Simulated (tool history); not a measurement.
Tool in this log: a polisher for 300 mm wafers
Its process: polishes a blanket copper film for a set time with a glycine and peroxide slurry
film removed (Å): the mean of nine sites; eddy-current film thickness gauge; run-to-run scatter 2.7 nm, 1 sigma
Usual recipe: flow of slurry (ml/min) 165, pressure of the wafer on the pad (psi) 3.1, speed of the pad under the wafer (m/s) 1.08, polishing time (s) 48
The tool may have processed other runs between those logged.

run	hour	flow of slurry (ml/min)	pressure of the wafer on the pad (psi)	speed of the pad under the wafer (m/s)	polishing time (s)	wafers since the last listed run	wafers polished on this pad	hours since the slurry nozzle was cleaned	hours since the head pressure was calibrated	incoming thickness of the incoming film, nm	film removed (Å)
1	0	165	3.1	1.08	48	0	992	99.4	466.4	1914.8	2351
2	22.8	165	3.1	1.08	48	203	1196	122.2	489.2	1973.4	2308
3	35.2	135	3.1	1.08	48	110	1307	134.6	501.6	1964.1	2271
4	52.5	165	3.1	1.08	41	154	1462	151.9	518.9	1923.9	1948
# hour 130.7: worn pad replaced by a new one
5	144.3	165	3.1	1.08	41	784	121	243.7	610.7	1968.1	2019
6	177.3	165	3.1	1.08	48	294	416	276.7	643.7	1973.4	2391
7	199.5	165	3.1	1.08	48	198	614	298.9	665.9	1974.6	2350
8	231.8	165	2.7	1.08	48	288	903	331.2	698.2	1972.9	2088
9	246.7	165	3.1	1.08	48	133	1036	346.1	713.1	1963.8	2278
10	261.9	165	3.1	1.08	48	135	1172	361.3	728.3	1959.9	2270
11	293.9	165	3.1	1.08	48	286	1458	393.3	760.3	1960.9	2237
12	352.9	165	3.1	1.08	48	527	1985	452.3	819.3	1911.9	2205
# hour 367.5: slurry nozzle cleaned
13	387	165	3.1	1.08	48	295	2281	19.5	853.4	1933.8	2185
# hour 396.5: worn pad replaced by a new one, of another model than before
14	415.1	165	3.1	1.08	48	215	166	47.6	881.5	1928.2	2428
15	443.6	165	3.1	1.36	48	254	421	76.1	910	1941.7	2784
16	465.3	115	3.1	0.84	58	193	615	97.8	931.7	1947.6	2122
17	492.2	130	3.1	1.08	48	240	855	124.7	958.6	1940.9	2169
18	522.6	185	3.1	1.08	34	271	1127	155.1	989	1954.6	1706
19	546.2	165	3.1	1.08	48	210	1338	178.7	1012.6	1968.6	2275
20	572	165	3.5	1.08	43	230	1568	204.5	1038.4	1921.8	2260
21	609.8	185	2.6	1.08	53	337	1906	242.3	1076.2	1943.3	2145
22	644.4	165	2.5	0.82	42	309	2215	276.9	1110.8	1906.2	1339
# hour 673.6: worn pad replaced by a new one
23	674.1	180	3.1	1.08	62	229	4	306.6	1140.5	1919.4	3207
24	687.3	215	3.8	1.24	41	117	122	319.8	1153.7	1935.3	2927
25	727	165	3.1	1.08	53	354	477	359.5	1193.4	1938.8	2660
# hour 760.3: head pressure recalibrated
26	760.8	185	2.3	0.9	55	284	761	393.3	0.5	1948.7	1901
27	772.6	165	3.1	1.08	62	105	867	405.1	12.3	1941.9	3065
# hour 776.2: slurry nozzle cleaned
28	806.6	195	2.6	1.42	41	294	1162	30.4	46.3	1936.4	2043
29	830.6	200	4	1.08	48	214	1376	54.4	70.3	1949.8	3135
30	858.1	165	3.1	0.96	41	245	1622	81.9	97.8	1933.1	1820
31	887.5	165	3.1	1.08	48	262	1885	111.3	127.2	1966.2	2285
# hour 912.7: worn pad replaced by a new one
32	919.3	165	3.1	1.08	48	248	59	143.1	159	1942.3	2409
33	943.6	165	3.1	1.08	65	217	276	167.4	183.3	1915.7	3333
34	970.3	225	3.1	1.08	39	238	515	194.1	210	1942.2	2078
35	1065.5	165	3.1	1.08	48	850	1366	289.3	305.2	1936.9	2325
36	1100.8	165	2.4	0.8	48	315	1681	324.6	340.5	1942.1	1533

Below are 5 alternative next runs, each starting from the tool's condition after run 36. Predict each:
A	1101.2	165	3.1	1.08	48	3	1685	325	340.9	1944.4	?
B	1101.2	165	2.7	1.08	54	3	1685	325	340.9	1944.4	?
C	1101.2	165	2.6	1.08	48	3	1685	325	340.9	1944.4	?
D	1101.2	165	2.8	1.34	37	3	1685	325	340.9	1944.4	?
E	1101.2	165	2.6	0.9	48	3	1685	325	340.9	1944.4	?

run	film removed (Å)
A	2257
B	2221
C	1904
D	1796
E	1723
What these runs would have given with no unlogged condition in the tool:
run	film removed (Å)
A	2460
B	2421
C	2075
D	1957
E	1878
